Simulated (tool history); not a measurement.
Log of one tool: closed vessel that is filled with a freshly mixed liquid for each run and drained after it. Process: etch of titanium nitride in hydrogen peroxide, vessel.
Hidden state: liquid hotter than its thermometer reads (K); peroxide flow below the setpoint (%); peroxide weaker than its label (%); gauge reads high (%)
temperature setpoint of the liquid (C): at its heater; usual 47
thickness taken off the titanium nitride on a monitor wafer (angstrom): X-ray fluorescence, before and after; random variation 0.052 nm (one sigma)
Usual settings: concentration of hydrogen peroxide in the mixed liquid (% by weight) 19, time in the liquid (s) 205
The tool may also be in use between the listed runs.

run   hour  temperature setpoint of the liquid (C)  concentration of hydrogen peroxide in the mixed liquid (% by weight)  time in the liquid (s)  wafers since the last listed run  hours since the thermometer was replaced  hours since the peroxide flow meter was replaced  hours since the drum of peroxide was connected  hours since the gauge calibration  read-back film thickness of the titanium nitride reference wafer, read on the same gauge (nm)  thickness taken off the titanium nitride on a monitor wafer (angstrom)
  1      0                                      47                                                                    19                     205                                 0                                    1504.2                                            2034.2                                           286.3                              176.7                                                                                         119.99                                                                    96.1
  2     11                                      47                                                                    19                     205                              1452                                    1515.2                                            2045.2                                           297.3                              187.7                                                                                         119.99                                                                    96.3
  3   22.4                                      47                                                                    19                     205                              1505                                    1526.6                                            2056.6                                           308.7                              199.1                                                                                         120.03                                                                    94.9
  4   33.9                                      47                                                                    19                     205                              1518                                    1538.1                                            2068.1                                           320.2                              210.6                                                                                         120.01                                                                    95.1
      38.8  -- gauge calibrated
  5   49.7                                      47                                                                    19                     205                              2086                                    1553.9                                            2083.9                                             336                               10.9                                                                                            120                                                                    96.2
  6   66.2                                      47                                                                    19                     205                              2179                                    1570.4                                            2100.4                                           352.5                               27.4                                                                                            120                                                                      97
  7   73.6                                      47                                                                    19                     205                               977                                    1577.8                                            2107.8                                           359.9                               34.8                                                                                         120.01                                                                    97.7
  8   82.3                                      47                                                                    19                     205                              1149                                    1586.5                                            2116.5                                           368.6                               43.5                                                                                         120.02                                                                      96
  9   89.3                                      47                                                                    19                     205                               924                                    1593.5                                            2123.5                                           375.6                               50.5                                                                                         119.99                                                                    97.6
     101.1  -- new drum of peroxide connected
 10  101.6                                      47                                                                    19                     130                              1492                                    1605.8                                            2135.8                                             0.5                               62.8                                                                                            120                                                                    61.5
     141.7  -- thermometer replaced
 11  149.8                                      47                                                                    19                     130                              6234                                       8.1                                              2184                                            48.7                                111                                                                                         119.98                                                                    67.2
 12  162.4                                      54                                                                    19                     205                              1664                                      20.7                                            2196.6                                            61.3                              123.6                                                                                         119.99                                                                   176.2
 13  177.5                                      47                                                                    19                     130                              1994                                      35.8                                            2211.7                                            76.4                              138.7                                                                                         120.02                                                                    68.1
     191.4  -- thermometer replaced, repeated, since the last time left the tool worse
 14  193.2                                    53.5                                                                  20.5                     205                              1941                                       1.8                                            2227.4                                            92.1                              154.4                                                                                            120                                                                   140.2
 15  205.3                                    39.5                                                                    19                     315                              1598                                      13.9                                            2239.5                                           104.2                              166.5                                                                                         120.01                                                                    75.1
 16  212.4                                      47                                                                  14.5                     205                               937                                        21                                            2246.6                                           111.3                              173.6                                                                                         120.01                                                                    80.2
 17  229.2                                      41                                                                  23.5                      85                              2218                                      37.8                                            2263.4                                           128.1                              190.4                                                                                            120                                                                    23.6
     231.8  -- peroxide flow meter replaced
     236.6  -- gauge calibrated
 18    241                                      47                                                                    19                     205                              1426                                      49.6                                               9.2                                           139.9                                4.4                                                                                         119.99                                                                    86.2
 19  248.7                                      39                                                                    16                     260                              1016                                      57.3                                              16.9                                           147.6                               12.1                                                                                         119.97                                                                    57.5
 20  257.6                                      47                                                                  16.5                     205                              1175                                      66.2                                              25.8                                           156.5                                 21                                                                                         120.01                                                                    83.4
 21  273.1                                      47                                                                    19                     205                              2047                                      81.7                                              41.3                                             172                               36.5                                                                                            120                                                                    86.5
 22  286.6                                      53                                                                    15                     270                              1783                                      95.2                                              54.8                                           185.5                                 50                                                                                            120                                                                   165.8
 23  294.1                                      47                                                                    19                     325                               990                                     102.7                                              62.3                                             193                               57.5                                                                                         119.99                                                                   136.8
 24  304.5                                    55.5                                                                  17.5                     130                              1373                                     113.1                                              72.7                                           203.4                               67.9                                                                                            120                                                                    98.5
 25  311.1                                      55                                                                    19                     205                               871                                     119.7                                              79.3                                             210                               74.5                                                                                         119.99                                                                   154.5

What the log doesn't show, run by run:
peroxide flow below the setpoint (%): 0 in every run
peroxide weaker than its label (%): 0 in every run
gauge reads high (%): 0 in every run
H1: liquid hotter than its thermometer reads (K)
run     H1
  1   1.79
  2    1.8
  3   1.81
  4   1.83
  5   1.84
  6   1.86
  7   1.87
  8   1.87
  9   1.88
 10   1.89
 11   3.21
 12   3.22
 13   3.24
 14  0.241
 15  0.253
 16   0.26
 17  0.277
 18  0.288
 19  0.296
 20  0.305
 21   0.32
 22  0.333
 23  0.341
 24  0.351
 25  0.358
